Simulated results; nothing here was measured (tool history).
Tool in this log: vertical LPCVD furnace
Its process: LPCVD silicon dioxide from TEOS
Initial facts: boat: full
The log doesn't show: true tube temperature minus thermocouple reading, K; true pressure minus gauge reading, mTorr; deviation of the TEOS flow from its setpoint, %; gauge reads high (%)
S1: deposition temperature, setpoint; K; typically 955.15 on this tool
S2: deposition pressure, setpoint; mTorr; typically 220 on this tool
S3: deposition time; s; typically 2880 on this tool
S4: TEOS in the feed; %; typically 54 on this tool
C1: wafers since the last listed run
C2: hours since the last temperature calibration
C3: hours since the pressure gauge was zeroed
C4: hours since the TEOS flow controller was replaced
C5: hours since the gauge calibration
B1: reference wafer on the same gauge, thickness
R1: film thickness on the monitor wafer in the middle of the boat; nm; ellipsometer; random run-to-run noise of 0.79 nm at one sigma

run   hour      S1   S2    S3  S4   C1      C2      C3      C4     C5      B1      R1
  1      0  951.15  220  2880  54    0    3123  1948.6  5147.1  238.9  189.09  169.24
  2   21.5  951.15  220  2880  54  197  3144.5  1970.1  5168.6  260.4  188.92   167.9
  3   40.5  955.15  220  2880  54  174  3163.5  1989.1  5187.6  279.4  189.03  184.69
      75.2  -- thermocouples replaced and temperature profile calibrated
      86.5  -- TEOS flow controller replaced
  4     87  955.15  220  2880  54  103    11.8  2035.6     0.5  325.9  189.15  194.99
  5  123.1  955.15  190  2880  50  330    47.9  2071.7    36.6    362  188.94  174.01
  6  131.3  955.15  190  2880  50   75    56.1  2079.9    44.8  370.2  188.97  175.06
     163.2  -- thermocouples replaced and temperature profile calibrated, repeated, since the last time left the tool worse
  7  163.7  955.15  190  2880  50   76     0.5  2112.3    77.2  402.6  189.06  155.72
  8  168.8  947.15  220  2880  54   46     5.6  2117.4    82.3  407.7   189.1  142.79
  9  173.9  947.15  220  2880  54   46    10.7  2122.5    87.4  412.8  189.03  142.12
 10  183.3  962.15  175  2880  49   86    20.1  2131.9    96.8  422.2  188.94  175.82
 11  200.8  955.15  220  2880  54  160    37.6  2149.4   114.3  439.7  188.92   174.5
 12    209  955.15  220  2880  54   75    45.8  2157.6   122.5  447.9  188.87  173.41
 13  220.8  955.15  180  2880  64  108    57.6  2169.4   134.3  459.7  189.08  170.16
 14  239.2  955.15  220  3210  44  168      76  2187.8   152.7  478.1  188.84  174.88
 15  250.6  955.15  255  2880  54  104    87.4  2199.2   164.1  489.5  188.79  187.31
 16  260.2  948.15  220  2880  50   87      97  2208.8   173.7  499.1  188.63  141.24
     263.9  -- gauge calibrated
 17  273.8  955.15  240  1890  45  124   110.6  2222.4   187.3    9.9  188.92  108.93
 18  289.2  955.15  190  3390  54  141     126  2237.8   202.7   25.3  189.13   191.2
     316.1  -- pressure gauge zeroed
 19  316.6  955.15  220  2580  54   31   153.4     0.5   230.1   52.7  188.81  155.47
 20  321.7  955.15  245  3930  61   46   158.5     5.6   235.2   57.8  188.81   266.2
 21  337.4  963.15  180  3420  54  143   174.2    21.3   250.9   73.5  188.87  224.74
 22  351.1  955.15  220  2880  54  125   187.9      35   264.6   87.2  188.97  171.96
 23  362.5  955.15  220  3900  57  104   199.3    46.4     276   98.6  189.13   242.3
 24  378.3  966.15  220  2880  54  144   215.1    62.2   291.8  114.4  188.78  226.25
 25  394.9  955.15  220  2880  45  152   231.7    78.8   308.4    131  189.13  158.96
 26  418.1  955.15  270  2880  47  212   254.9     102   331.6  154.2  188.84  179.74
 27  428.6  962.15  265  3870  54   96   265.4   112.5   342.1  164.7  189.11  307.34
 28  442.8  955.15  220  2880  54  130   279.6   126.7   356.3  178.9  188.82  173.17
 29  464.3  955.15  190  2880  50  197   301.1   148.2   377.8  200.4  188.63  155.94
 30  473.8  955.15  220  2880  54   87   310.6   157.7   387.3  209.9     189  174.64

5 ways to go on from here, each from the tool as it stands after run 30. What would each give?
  A   479  955.15  220  2880  57  47  315.8  162.9  392.5  215.1   ?   ?
  B   479  965.15  220  3210  54  47  315.8  162.9  392.5  215.1   ?   ?
  C   479  960.15  250  3360  54  47  315.8  162.9  392.5  215.1   ?   ?
  D   479  962.15  175  2880  51  47  315.8  162.9  392.5  215.1   ?   ?
  E   479  945.15  220  2880  54  47  315.8  162.9  392.5  215.1   ?   ?

run      B1      R1
  A  189.17  179.24
  B  189.17  246.88
  C  189.17  244.63
  D  189.17  178.81
  E  189.17  136.71
What these runs would have given with no unlogged condition in the tool:
run      R1
  A  176.96
  B  243.81
  C  241.55
  D  176.57
  E  134.93
